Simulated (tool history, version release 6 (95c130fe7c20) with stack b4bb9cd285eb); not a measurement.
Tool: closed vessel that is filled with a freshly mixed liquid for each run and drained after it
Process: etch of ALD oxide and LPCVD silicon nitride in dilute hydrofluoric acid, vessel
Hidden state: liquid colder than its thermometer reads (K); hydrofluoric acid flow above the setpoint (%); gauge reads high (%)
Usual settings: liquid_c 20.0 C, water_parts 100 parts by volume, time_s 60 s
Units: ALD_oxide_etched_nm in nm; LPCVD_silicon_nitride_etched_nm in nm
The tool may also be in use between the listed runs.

run,hour,liquid_c,water_parts,time_s,wafers since the last listed run,hours since the thermometer was replaced,hours since the hydrofluoric acid flow meter was replaced,hours since the gauge calibration,"read-back film thickness of the ALD oxide reference wafer, read on the same gauge (nm)","read-back film thickness of the LPCVD silicon nitride reference wafer, read on the same gauge (nm)",ALD_oxide_etched_nm,LPCVD_silicon_nitride_etched_nm
1,0.0,20.0,100,60,0,2403.2,440.8,40.9,30.02,129.994,6.09,0.199
2,8.8,20.0,100,60,1176,2412.0,449.6,49.7,30.01,130.015,6.07,0.207
3,23.4,19.0,120,60,1952,2426.6,464.2,64.3,30.00,130.004,4.75,0.116
4,33.0,20.0,100,60,1283,2436.2,473.8,73.9,30.02,130.007,6.11,0.173
5,40.9,20.0,100,60,1056,2444.1,481.7,81.8,29.99,130.013,6.10,0.162
6,56.6,20.0,100,60,2099,2459.8,497.4,97.5,30.01,129.998,6.14,0.183
7,66.0,20.0,100,40,1256,2469.2,506.8,106.9,30.00,129.992,4.07,0.126
# hour 70.4: thermometer replaced
8,80.6,20.0,120,60,1818,10.2,521.4,121.5,29.99,130.007,5.56,0.187
# hour 91.0: gauge calibrated
9,96.1,20.0,75,60,2072,25.7,536.9,5.1,30.01,129.980,9.37,0.285
# hour 102.0: hydrofluoric acid flow meter replaced
10,108.2,20.0,75,60,1484,37.8,6.2,17.2,30.01,129.997,8.79,0.284
11,121.8,20.0,100,60,1818,51.4,19.8,30.8,30.02,130.034,6.37,0.213
12,131.3,20.0,100,60,1270,60.9,29.3,40.3,30.00,130.009,6.41,0.214
13,147.7,23.5,100,35,2193,77.3,45.7,56.7,29.98,130.015,4.32,0.160
14,154.8,17.0,120,45,949,84.4,52.8,63.8,29.99,129.983,3.47,0.109
15,166.6,20.0,125,50,1577,96.2,64.6,75.6,29.99,130.011,4.16,0.149
16,174.8,20.0,125,50,1096,104.4,72.8,83.8,30.02,129.997,4.17,0.140
17,181.1,20.0,100,60,842,110.7,79.1,90.1,30.01,129.987,6.40,0.240
18,189.4,20.0,100,75,1109,119.0,87.4,98.4,30.00,129.996,8.06,0.244
19,204.7,20.0,80,80,2045,134.3,102.7,113.7,29.97,129.985,10.99,0.352
20,212.3,20.0,100,30,1016,141.9,110.3,121.3,30.00,129.962,3.24,0.113
21,221.0,17.0,55,95,1163,150.6,119.0,130.0,29.99,130.015,17.27,0.474
22,227.0,20.0,100,60,802,156.6,125.0,136.0,30.01,130.001,6.47,0.245

Hidden state or all else? Some run-to-run changes of ALD_oxide_etched_nm, split into what the settings, what came in and random variation would give without the hidden state, and what is left for the hidden state (with any gauge scatter that isn't in both results):
Run 7 -> 8: water_parts 100 -> 120, time_s 40 -> 60, thermometer replaced. ALD_oxide_etched_nm +1.49 nm: hidden state +0.55, all else +0.94.
Run 9 -> 10: hydrofluoric acid flow meter replaced. ALD_oxide_etched_nm -0.58 nm: hidden state -0.59, all else +0.01.
Run 20 -> 21: liquid_c 20.0 -> 17.0, water_parts 100 -> 55, time_s 30 -> 95. ALD_oxide_etched_nm +14.03 nm: hidden state +0.02, all else +14.01.
Run 21 -> 22: liquid_c 17.0 -> 20.0, water_parts 55 -> 100, time_s 95 -> 60. ALD_oxide_etched_nm -10.80 nm: hidden state +0.00, all else -10.80.
